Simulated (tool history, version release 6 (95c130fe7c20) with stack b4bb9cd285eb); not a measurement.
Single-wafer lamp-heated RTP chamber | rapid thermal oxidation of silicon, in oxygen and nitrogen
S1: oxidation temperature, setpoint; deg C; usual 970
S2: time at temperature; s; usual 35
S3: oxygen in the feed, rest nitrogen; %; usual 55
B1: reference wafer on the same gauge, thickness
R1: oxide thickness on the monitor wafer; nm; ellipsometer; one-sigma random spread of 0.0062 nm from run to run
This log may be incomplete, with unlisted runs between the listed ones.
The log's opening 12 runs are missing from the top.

Run 13, hour 987.9: usual settings; B1 2.629. Result: R1 3.274 nm.
Run 14, hour 1032.8: usual settings; B1 2.631. Result: R1 3.274 nm.
Run 15, hour 1104.2: usual settings but S1 991 deg C, S3 37 %; B1 2.629. Result: R1 3.316 nm.
At hour 1166.7: pyrometer window cleaned and pyrometer calibrated.
Run 16, hour 1167.2: usual settings but S1 947 deg C, S3 85 %; B1 2.63. Result: R1 3.192 nm.
Run 17, hour 1221.9: usual settings but S1 942 deg C, S3 44 %; B1 2.63. Result: R1 2.713 nm.
Run 18, hour 1294.6: usual settings but S1 986 deg C, S2 45 s, S3 71 %; B1 2.631. Result: R1 4.269 nm.
Run 19, hour 1351.7: usual settings; B1 2.63. Result: R1 3.258 nm.
Run 20, hour 1388.7: usual settings; B1 2.629. Result: R1 3.258 nm.
Run 21, hour 1494.9: usual settings but S1 991 deg C, S3 37 %; B1 2.63. Result: R1 3.301 nm.
Run 22, hour 1581.2: usual settings but S1 991 deg C; B1 2.63. Result: R1 3.687 nm.
At hour 1750.2: gauge calibrated.
Run 23, hour 1836.4: usual settings; B1 2.63. Result: R1 3.257 nm.
Run 24, hour 1881.5: usual settings but S1 954 deg C, S3 28 %; B1 2.63. Result: R1 2.651 nm.
At hour 1911.3: pyrometer window cleaned and pyrometer calibrated.
Run 25, hour 1922: usual settings but S2 40 s; B1 2.629. Result: R1 3.393 nm.
Run 26, hour 2018: usual settings; B1 2.63. Result: R1 3.233 nm.
Run 27, hour 2060.6: usual settings but S2 47 s; B1 2.63. Result: R1 3.596 nm.
Run 28, hour 2152: usual settings but S1 962 deg C; B1 2.63. Result: R1 3.109 nm.
Run 29, hour 2259.2: usual settings but S3 71 %; B1 2.63. Result: R1 3.471 nm.
Run 30, hour 2333.8: usual settings but S3 82 %; B1 2.63. Result: R1 3.639 nm.
Run 31, hour 2375.5: usual settings but S1 958 deg C, S2 26 s, S3 47 %; B1 2.629. Result: R1 2.712 nm.
Run 32, hour 2463.6: usual settings but S1 958 deg C, S2 46 s, S3 25 %; B1 2.63. Result: R1 2.827 nm.
Run 33, hour 2529.4: usual settings but S2 42 s, S3 73 %; B1 2.63. Result: R1 3.774 nm.
Run 34, hour 2608.8: usual settings but S1 999 deg C, S2 29 s; B1 2.629. Result: R1 3.634 nm.
Run 35, hour 2693.6: usual settings but S1 949 deg C, S2 41 s, S3 42 %; B1 2.629. Result: R1 2.898 nm.
At hour 2702.9: pyrometer window cleaned and pyrometer calibrated.
Run 36, hour 2760.7: usual settings but S3 68 %; B1 2.629. Result: R1 3.429 nm.

5 ways to go on from here, each from the tool as it stands after run 36. What would each give?
Run A, hour 2761.2: usual settings but S3 64 %; B1 ?. Result: R1 ?.
Run B, hour 2761.2: usual settings but S1 940 deg C, S2 29 s; B1 ?. Result: R1 ?.
Run C, hour 2761.2: usual settings but S1 982 deg C, S2 46 s, S3 64 %; B1 ?. Result: R1 ?.
Run D, hour 2761.2: usual settings but S1 984 deg C, S3 43 %; B1 ?. Result: R1 ?.
Run E, hour 2761.2: usual settings but S1 995 deg C; B1 ?. Result: R1 ?.

run    B1     R1
  A  2.63  3.375
  B  2.63  2.664
  C  2.63   4.03
  D  2.63  3.285
  E  2.63  3.761
With the hidden condition removed and each run's random variation left untouched, the same runs would have given:
run     R1
  A  3.398
  B  2.678
  C  4.062
  D  3.321
  E  3.799

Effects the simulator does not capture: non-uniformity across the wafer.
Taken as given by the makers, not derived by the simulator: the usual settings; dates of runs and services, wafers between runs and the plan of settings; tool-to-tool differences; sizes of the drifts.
